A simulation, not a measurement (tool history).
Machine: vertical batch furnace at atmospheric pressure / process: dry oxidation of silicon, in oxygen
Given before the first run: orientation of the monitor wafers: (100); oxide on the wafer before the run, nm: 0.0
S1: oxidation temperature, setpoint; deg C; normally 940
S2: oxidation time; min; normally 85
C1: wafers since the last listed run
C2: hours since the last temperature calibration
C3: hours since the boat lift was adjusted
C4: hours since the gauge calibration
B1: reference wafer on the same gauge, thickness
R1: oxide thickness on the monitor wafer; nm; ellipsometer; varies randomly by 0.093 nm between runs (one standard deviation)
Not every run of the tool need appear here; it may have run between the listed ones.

run,hour,S1,S2,C1,C2,C3,C4,B1,R1
1,0,940,51,0,3730.5,1223.3,45.4,32,25.62
2,13.6,940,51,143,3744.1,1236.9,59,32.01,25.41
3,32.7,940,51,202,3763.2,1256,78.1,32.01,25.52
4,68.5,940,85,379,3799,1291.8,113.9,31.98,36
5,93.1,940,85,260,3823.6,1316.4,138.5,31.97,36.01
6,118.3,940,85,266,3848.8,1341.6,163.7,32.01,36.02
7,188.8,921,76.5,746,3919.3,1412.1,234.2,31.98,27.66
8,214.4,921,76.5,271,3944.9,1437.7,259.8,31.99,27.67
9,234.6,940,85,213,3965.1,1457.9,280,32.01,35.87
# hour 276: thermocouples replaced and temperature profile calibrated
10,276.5,940,85,189,0.5,1499.8,321.9,32.01,35.89
11,287.8,933,68.5,119,11.8,1511.1,333.2,31.99,28.85
# hour 322.4: boat lift adjusted
12,322.9,953,123,117,46.9,0.5,368.3,32.02,52.31
13,350,962,56,286,74,27.6,395.4,31.99,33.61
# hour 359.6: gauge calibrated
14,369.5,940,85,206,93.5,47.1,9.9,32,35.28
# hour 402.6: boat lift adjusted, repeated, since the last time left the tool worse
15,403.1,940,103,101,127.1,0.5,43.5,31.97,42.37
16,409.1,951,67.5,63,133.1,6.5,49.5,31.99,35.53
17,441.5,922,96.5,343,165.5,38.9,81.9,32,33.5
18,454.8,948,51,140,178.8,52.2,95.2,31.98,28.59
19,468.6,949,124,146,192.6,66,109,31.99,52.89
20,501.7,950,85,350,225.7,99.1,142.1,31.98,41.06
21,516.1,950,85,152,240.1,113.5,156.5,32,40.91
22,543.4,940,115.5,289,267.4,140.8,183.8,31.99,45.7

Entry by entry between the runs, the difference in hidden state between the last listed run before and the first listed run after:
From run 9 to run 10: thermocouples replaced and temperature profile calibrated (hour 276)
  monitor wafer colder than the profiled boat position, K: 3.05 -> 3.07
  the result without the hidden state subtracted from the measured one, R1: -1.17 -> -1.18 nm
From run 11 to run 12: boat lift adjusted (hour 322.4)
  monitor wafer colder than the profiled boat position, K: 3.08 -> 4.81
  the result without the hidden state subtracted from the measured one, R1: -0.89 -> -2.66 nm
From run 13 to run 14: gauge calibrated (hour 359.6)
  monitor wafer colder than the profiled boat position, K: 4.95 -> 5.04
  the result without the hidden state subtracted from the measured one, R1: -1.53 -> -1.91 nm
From run 14 to run 15: boat lift adjusted, repeated, since the last time left the tool worse (hour 402.6)
  monitor wafer colder than the profiled boat position, K: 5.04 -> 0.303
  the result without the hidden state subtracted from the measured one, R1: -1.91 -> -0.13 nm
